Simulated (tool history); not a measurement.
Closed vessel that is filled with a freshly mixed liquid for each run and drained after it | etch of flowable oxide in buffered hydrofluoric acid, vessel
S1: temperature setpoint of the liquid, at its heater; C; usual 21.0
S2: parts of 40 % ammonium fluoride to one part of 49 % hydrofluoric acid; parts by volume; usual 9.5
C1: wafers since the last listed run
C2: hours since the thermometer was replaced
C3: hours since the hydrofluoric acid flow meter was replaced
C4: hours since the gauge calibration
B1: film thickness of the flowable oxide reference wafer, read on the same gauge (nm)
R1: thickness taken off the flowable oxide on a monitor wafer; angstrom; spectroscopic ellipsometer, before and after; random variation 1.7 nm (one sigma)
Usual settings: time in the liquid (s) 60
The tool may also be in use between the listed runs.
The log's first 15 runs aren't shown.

run 16 hour=1199.6 | S1=25.0 S2=9.5 time_in_the_liquid_(s)=60 | C1=11976 C2=468.2 C3=189.0 C4=2489.0 | B1=110.00 | R1=2784.9
run 17 hour=1271.2 | S1=21.0 S2=12.0 time_in_the_liquid_(s)=40 | C1=10029 C2=539.8 C3=260.6 C4=2560.6 | B1=110.02 | R1=1247.1
run 18 hour=1331.8 | S1=25.0 S2=9.5 time_in_the_liquid_(s)=60 | C1=8488 C2=600.4 C3=321.2 C4=2621.2 | B1=109.98 | R1=2852.9
run 19 hour=1377.8 | S1=21.0 S2=11.0 time_in_the_liquid_(s)=60 | C1=6443 C2=646.4 C3=367.2 C4=2667.2 | B1=110.01 | R1=2093.2
run 20 hour=1476.0 | S1=19.5 S2=9.5 time_in_the_liquid_(s)=60 | C1=13755 C2=744.6 C3=465.4 C4=2765.4 | B1=110.00 | R1=2156.1
-- hour=1515.8 thermometer replaced
-- hour=1565.4 gauge calibrated
run 21 hour=1569.4 | S1=19.0 S2=13.0 time_in_the_liquid_(s)=60 | C1=12943 C2=53.6 C3=558.8 C4=4.0 | B1=109.99 | R1=1614.0
run 22 hour=1659.8 | S1=21.0 S2=12.0 time_in_the_liquid_(s)=80 | C1=12663 C2=144.0 C3=649.2 C4=94.4 | B1=109.99 | R1=2671.4
-- hour=1683.9 hydrofluoric acid flow meter replaced
run 23 hour=1705.0 | S1=24.5 S2=7.5 time_in_the_liquid_(s)=40 | C1=6191 C2=189.2 C3=21.1 C4=139.6 | B1=110.00 | R1=2263.8
run 24 hour=1773.3 | S1=24.5 S2=8.5 time_in_the_liquid_(s)=30 | C1=9567 C2=257.5 C3=89.4 C4=207.9 | B1=110.02 | R1=1526.1
run 25 hour=2010.9 | S1=25.5 S2=13.0 time_in_the_liquid_(s)=60 | C1=33283 C2=495.1 C3=327.0 C4=445.5 | B1=109.98 | R1=2264.1
run 26 hour=2100.6 | S1=18.5 S2=9.5 time_in_the_liquid_(s)=80 | C1=12565 C2=584.8 C3=416.7 C4=535.2 | B1=110.00 | R1=2720.1
run 27 hour=2206.1 | S1=24.0 S2=13.0 time_in_the_liquid_(s)=60 | C1=14778 C2=690.3 C3=522.2 C4=640.7 | B1=109.98 | R1=2149.1
-- hour=2253.1 hydrofluoric acid flow meter replaced
run 28 hour=2291.7 | S1=21.0 S2=8.5 time_in_the_liquid_(s)=35 | C1=11850 C2=775.9 C3=38.6 C4=726.3 | B1=110.01 | R1=1424.2
-- hour=2345.2 thermometer replaced
run 29 hour=2374.6 | S1=17.0 S2=8.0 time_in_the_liquid_(s)=80 | C1=11472 C2=29.4 C3=121.5 C4=809.2 | B1=109.99 | R1=2807.6
run 30 hour=2444.7 | S1=25.5 S2=8.0 time_in_the_liquid_(s)=50 | C1=9819 C2=99.5 C3=191.6 C4=879.3 | B1=109.99 | R1=2895.0
run 31 hour=2486.7 | S1=23.5 S2=13.0 time_in_the_liquid_(s)=35 | C1=5883 C2=141.5 C3=233.6 C4=921.3 | B1=110.01 | R1=1168.8

5 ways to go on from here, each from the tool as it stands after run 31. What would each give?
run A hour=2487.4 | S1=21.0 S2=9.5 time_in_the_liquid_(s)=60 | C1=98 C2=142.2 C3=234.3 C4=922.0 | B1=? | R1=?
run B hour=2487.4 | S1=17.0 S2=8.5 time_in_the_liquid_(s)=80 | C1=98 C2=142.2 C3=234.3 C4=922.0 | B1=? | R1=?
run C hour=2487.4 | S1=25.5 S2=11.0 time_in_the_liquid_(s)=60 | C1=98 C2=142.2 C3=234.3 C4=922.0 | B1=? | R1=?
run D hour=2487.4 | S1=21.0 S2=13.0 time_in_the_liquid_(s)=60 | C1=98 C2=142.2 C3=234.3 C4=922.0 | B1=? | R1=?
run E hour=2487.4 | S1=19.5 S2=13.5 time_in_the_liquid_(s)=60 | C1=98 C2=142.2 C3=234.3 C4=922.0 | B1=? | R1=?

run=A B1=109.99 R1=2252.3
run=B B1=109.99 R1=2699.8
run=C B1=109.99 R1=2587.3
run=D B1=109.99 R1=1717.5
run=E B1=109.99 R1=1521.9
Without the tool's hidden state the same runs would have given:
run=A R1=2183.0
run=B R1=2557.7
run=C R1=2464.9
run=D R1=1635.8
run=E R1=1449.5

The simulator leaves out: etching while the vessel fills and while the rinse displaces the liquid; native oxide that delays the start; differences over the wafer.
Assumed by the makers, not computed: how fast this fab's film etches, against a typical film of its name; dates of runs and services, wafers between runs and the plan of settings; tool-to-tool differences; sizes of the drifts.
